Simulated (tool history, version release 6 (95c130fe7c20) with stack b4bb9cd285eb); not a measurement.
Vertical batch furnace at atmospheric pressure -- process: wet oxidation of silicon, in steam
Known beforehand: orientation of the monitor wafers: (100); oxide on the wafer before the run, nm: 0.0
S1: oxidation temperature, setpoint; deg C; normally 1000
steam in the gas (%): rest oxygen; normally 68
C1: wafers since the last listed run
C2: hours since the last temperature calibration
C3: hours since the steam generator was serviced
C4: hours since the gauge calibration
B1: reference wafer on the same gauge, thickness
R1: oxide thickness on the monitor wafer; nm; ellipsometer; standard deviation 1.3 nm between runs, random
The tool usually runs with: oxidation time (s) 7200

{"run": 1, "hour": 0.0, "S1": 1000, "oxidation time (s)": 7200, "steam in the gas (%)": 68, "C1": 0, "C2": 3143.8, "C3": 963.2, "C4": 15.6, "B1": 481.28, "R1": 435.28}
{"run": 2, "hour": 107.0, "S1": 1000, "oxidation time (s)": 7200, "steam in the gas (%)": 68, "C1": 835, "C2": 3250.8, "C3": 1070.2, "C4": 122.6, "B1": 481.56, "R1": 434.02}
{"run": 3, "hour": 204.9, "S1": 1000, "oxidation time (s)": 7200, "steam in the gas (%)": 68, "C1": 764, "C2": 3348.7, "C3": 1168.1, "C4": 220.5, "B1": 481.78, "R1": 434.05}
{"run": 4, "hour": 241.0, "S1": 1000, "oxidation time (s)": 7200, "steam in the gas (%)": 68, "C1": 281, "C2": 3384.8, "C3": 1204.2, "C4": 256.6, "B1": 481.29, "R1": 434.89}
{"run": 5, "hour": 300.1, "S1": 1000, "oxidation time (s)": 7200, "steam in the gas (%)": 68, "C1": 461, "C2": 3443.9, "C3": 1263.3, "C4": 315.7, "B1": 481.38, "R1": 433.18}
{"run": 6, "hour": 351.9, "S1": 1000, "oxidation time (s)": 7200, "steam in the gas (%)": 73, "C1": 404, "C2": 3495.7, "C3": 1315.1, "C4": 367.5, "B1": 481.31, "R1": 456.32}
{"run": 7, "hour": 445.5, "S1": 1000, "oxidation time (s)": 7200, "steam in the gas (%)": 73, "C1": 731, "C2": 3589.3, "C3": 1408.7, "C4": 461.1, "B1": 480.77, "R1": 457.47}
{"run": 8, "hour": 491.1, "S1": 1000, "oxidation time (s)": 7200, "steam in the gas (%)": 73, "C1": 356, "C2": 3634.9, "C3": 1454.3, "C4": 506.7, "B1": 480.55, "R1": 455.4}
{"run": 9, "hour": 580.4, "S1": 1000, "oxidation time (s)": 7200, "steam in the gas (%)": 68, "C1": 697, "C2": 3724.2, "C3": 1543.6, "C4": 596, "B1": 480.35, "R1": 432.43}
{"run": 10, "hour": 642.4, "S1": 1000, "oxidation time (s)": 7200, "steam in the gas (%)": 68, "C1": 484, "C2": 3786.2, "C3": 1605.6, "C4": 658, "B1": 479.44, "R1": 433.29}
{"run": 11, "hour": 742.8, "S1": 1000, "oxidation time (s)": 7200, "steam in the gas (%)": 68, "C1": 784, "C2": 3886.6, "C3": 1706, "C4": 758.4, "B1": 479.58, "R1": 434.63}
{"hour": 795.9, "done": "thermocouples replaced and temperature profile calibrated"}
{"run": 12, "hour": 816.4, "S1": 1000, "oxidation time (s)": 7200, "steam in the gas (%)": 68, "C1": 387, "C2": 20.5, "C3": 1779.6, "C4": 832, "B1": 478.32, "R1": 435.1}
{"run": 13, "hour": 912.9, "S1": 1000, "oxidation time (s)": 7200, "steam in the gas (%)": 68, "C1": 753, "C2": 117, "C3": 1876.1, "C4": 928.5, "B1": 477.56, "R1": 429.87}
{"run": 14, "hour": 976.9, "S1": 1000, "oxidation time (s)": 5850, "steam in the gas (%)": 68, "C1": 499, "C2": 181, "C3": 1940.1, "C4": 992.5, "B1": 476.84, "R1": 374.82}
{"run": 15, "hour": 1031.2, "S1": 1000, "oxidation time (s)": 7200, "steam in the gas (%)": 68, "C1": 424, "C2": 235.3, "C3": 1994.4, "C4": 1046.8, "B1": 476.51, "R1": 430.46}
{"run": 16, "hour": 1085.6, "S1": 1000, "oxidation time (s)": 7200, "steam in the gas (%)": 58, "C1": 424, "C2": 289.7, "C3": 2048.8, "C4": 1101.2, "B1": 476.12, "R1": 386.52}
{"run": 17, "hour": 1140.3, "S1": 987, "oxidation time (s)": 7200, "steam in the gas (%)": 74, "C1": 427, "C2": 344.4, "C3": 2103.5, "C4": 1155.9, "B1": 475.79, "R1": 416.55}
{"run": 18, "hour": 1238.9, "S1": 1000, "oxidation time (s)": 7200, "steam in the gas (%)": 68, "C1": 770, "C2": 443, "C3": 2202.1, "C4": 1254.5, "B1": 474.7, "R1": 429.4}
{"hour": 1287.3, "done": "steam generator serviced"}
{"run": 19, "hour": 1309.5, "S1": 1000, "oxidation time (s)": 5850, "steam in the gas (%)": 68, "C1": 364, "C2": 513.6, "C3": 22.2, "C4": 1325.1, "B1": 473.22, "R1": 372.85}
{"run": 20, "hour": 1346.6, "S1": 1000, "oxidation time (s)": 5850, "steam in the gas (%)": 68, "C1": 289, "C2": 550.7, "C3": 59.3, "C4": 1362.2, "B1": 472.99, "R1": 372.8}
{"run": 21, "hour": 1389.3, "S1": 1018, "oxidation time (s)": 8640, "steam in the gas (%)": 68, "C1": 333, "C2": 593.4, "C3": 102, "C4": 1404.9, "B1": 472.38, "R1": 534.31}
{"run": 22, "hour": 1441.0, "S1": 1000, "oxidation time (s)": 4710, "steam in the gas (%)": 59, "C1": 403, "C2": 645.1, "C3": 153.7, "C4": 1456.6, "B1": 472.24, "R1": 289.69}
{"run": 23, "hour": 1488.5, "S1": 1000, "oxidation time (s)": 7200, "steam in the gas (%)": 68, "C1": 371, "C2": 692.6, "C3": 201.2, "C4": 1504.1, "B1": 471.41, "R1": 423.95}
{"hour": 1585.9, "done": "gauge calibrated"}
{"run": 24, "hour": 1677.9, "S1": 1022, "oxidation time (s)": 7200, "steam in the gas (%)": 59, "C1": 1479, "C2": 882, "C3": 390.6, "C4": 92, "B1": 481.29, "R1": 454.88}
{"run": 25, "hour": 1827.8, "S1": 1024, "oxidation time (s)": 7200, "steam in the gas (%)": 68, "C1": 1170, "C2": 1031.9, "C3": 540.5, "C4": 241.9, "B1": 480.96, "R1": 503.57}
{"run": 26, "hour": 1882.0, "S1": 1011, "oxidation time (s)": 7200, "steam in the gas (%)": 68, "C1": 423, "C2": 1086.1, "C3": 594.7, "C4": 296.1, "B1": 481.05, "R1": 467.61}
{"run": 27, "hour": 1944.0, "S1": 1011, "oxidation time (s)": 5130, "steam in the gas (%)": 72, "C1": 484, "C2": 1148.1, "C3": 656.7, "C4": 358.1, "B1": 480.45, "R1": 389.26}
{"run": 28, "hour": 2013.9, "S1": 1000, "oxidation time (s)": 7200, "steam in the gas (%)": 78, "C1": 546, "C2": 1218, "C3": 726.6, "C4": 428, "B1": 480.6, "R1": 475.73}

Alternative continuations, all from the tool just after run 28; predict every row:
{"run": "A", "hour": 2020.0, "S1": 1000, "oxidation time (s)": 7200, "steam in the gas (%)": 68, "C1": 47, "C2": 1224.1, "C3": 732.7, "C4": 434.1, "B1": "?", "R1": "?"}
{"run": "B", "hour": 2020.0, "S1": 1000, "oxidation time (s)": 7200, "steam in the gas (%)": 75, "C1": 47, "C2": 1224.1, "C3": 732.7, "C4": 434.1, "B1": "?", "R1": "?"}
{"run": "C", "hour": 2020.0, "S1": 1000, "oxidation time (s)": 8130, "steam in the gas (%)": 68, "C1": 47, "C2": 1224.1, "C3": 732.7, "C4": 434.1, "B1": "?", "R1": "?"}

run=A B1=479.98 R1=432.67
run=B B1=479.98 R1=461.31
run=C B1=479.98 R1=468.41
Take away the tool's hidden state, keep each run's random variation, and the runs would have read:
run=A R1=435.11
run=B R1=463.91
run=C R1=471.05
